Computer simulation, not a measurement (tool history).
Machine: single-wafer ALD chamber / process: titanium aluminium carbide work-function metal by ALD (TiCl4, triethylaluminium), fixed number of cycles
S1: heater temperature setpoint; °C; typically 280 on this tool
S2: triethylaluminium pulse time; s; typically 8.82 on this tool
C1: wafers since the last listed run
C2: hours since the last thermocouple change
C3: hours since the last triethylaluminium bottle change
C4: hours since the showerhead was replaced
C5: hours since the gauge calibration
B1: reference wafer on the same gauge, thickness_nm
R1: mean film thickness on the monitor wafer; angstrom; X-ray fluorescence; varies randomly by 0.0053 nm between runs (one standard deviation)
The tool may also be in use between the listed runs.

| run | hour | S1 | S2 | C1 | C2 | C3 | C4 | C5 | B1 | R1 |
|---|---|---|---|---|---|---|---|---|---|---|
| 1 | 0 | 274 | 8.82 | 0 | 862.2 | 1153 | 6437.1 | 138.4 | 1.67 | 14.32 |
| 2 | 67.9 | 274 | 8.82 | 453 | 930.1 | 1220.9 | 6505 | 206.3 | 1.671 | 14.22 |
| 3 | 120.9 | 274 | 8.82 | 353 | 983.1 | 1273.9 | 6558 | 259.3 | 1.671 | 14.32 |
| 4 | 170.8 | 280 | 10.34 | 333 | 1033 | 1323.8 | 6607.9 | 309.2 | 1.669 | 15.13 |
| 5 | 213.3 | 280 | 10.34 | 283 | 1075.5 | 1366.3 | 6650.4 | 351.7 | 1.672 | 15.11 |
| 6 | 275.8 | 280 | 10.34 | 417 | 1138 | 1428.8 | 6712.9 | 414.2 | 1.672 | 15.07 |
|  | 321.8 | showerhead replaced |
| 7 | 340.8 | 280 | 6.7 | 380 | 1203 | 1493.8 | 19 | 479.2 | 1.67 | 13.97 |
| 8 | 380 | 280 | 6.99 | 261 | 1242.2 | 1533 | 58.2 | 518.4 | 1.671 | 14.06 |
| 9 | 408.9 | 280 | 6.99 | 192 | 1271.1 | 1561.9 | 87.1 | 547.3 | 1.67 | 14.08 |
|  | 416.2 | gauge calibrated |
| 10 | 442.6 | 273 | 7.28 | 224 | 1304.8 | 1595.6 | 120.8 | 26.4 | 1.67 | 13.67 |
| 11 | 491.7 | 294 | 6.52 | 327 | 1353.9 | 1644.7 | 169.9 | 75.5 | 1.67 | 14.86 |
| 12 | 542.7 | 280 | 8.82 | 340 | 1404.9 | 1695.7 | 220.9 | 126.5 | 1.67 | 14.71 |
|  | 565.7 | thermocouple changed; heater temperature recalibrated |
| 13 | 591 | 285 | 7.05 | 268 | 25.3 | 1744 | 269.2 | 174.8 | 1.67 | 14.46 |
|  | 615.3 | triethylaluminium bottle replaced |
| 14 | 686.2 | 291 | 11.31 | 581 | 120.5 | 70.9 | 364.4 | 270 | 1.668 | 16.52 |

What will run 15 give?
| 15 | 713.7 | 288 | 8.82 | 183 | 148 | 98.4 | 391.9 | 297.5 | ? | ? |

For run 15 the tool returned B1 1.67, R1 15.89 angstrom.
The same run, on a tool lacking any hidden state, would have yielded R1 15.99 angstrom.

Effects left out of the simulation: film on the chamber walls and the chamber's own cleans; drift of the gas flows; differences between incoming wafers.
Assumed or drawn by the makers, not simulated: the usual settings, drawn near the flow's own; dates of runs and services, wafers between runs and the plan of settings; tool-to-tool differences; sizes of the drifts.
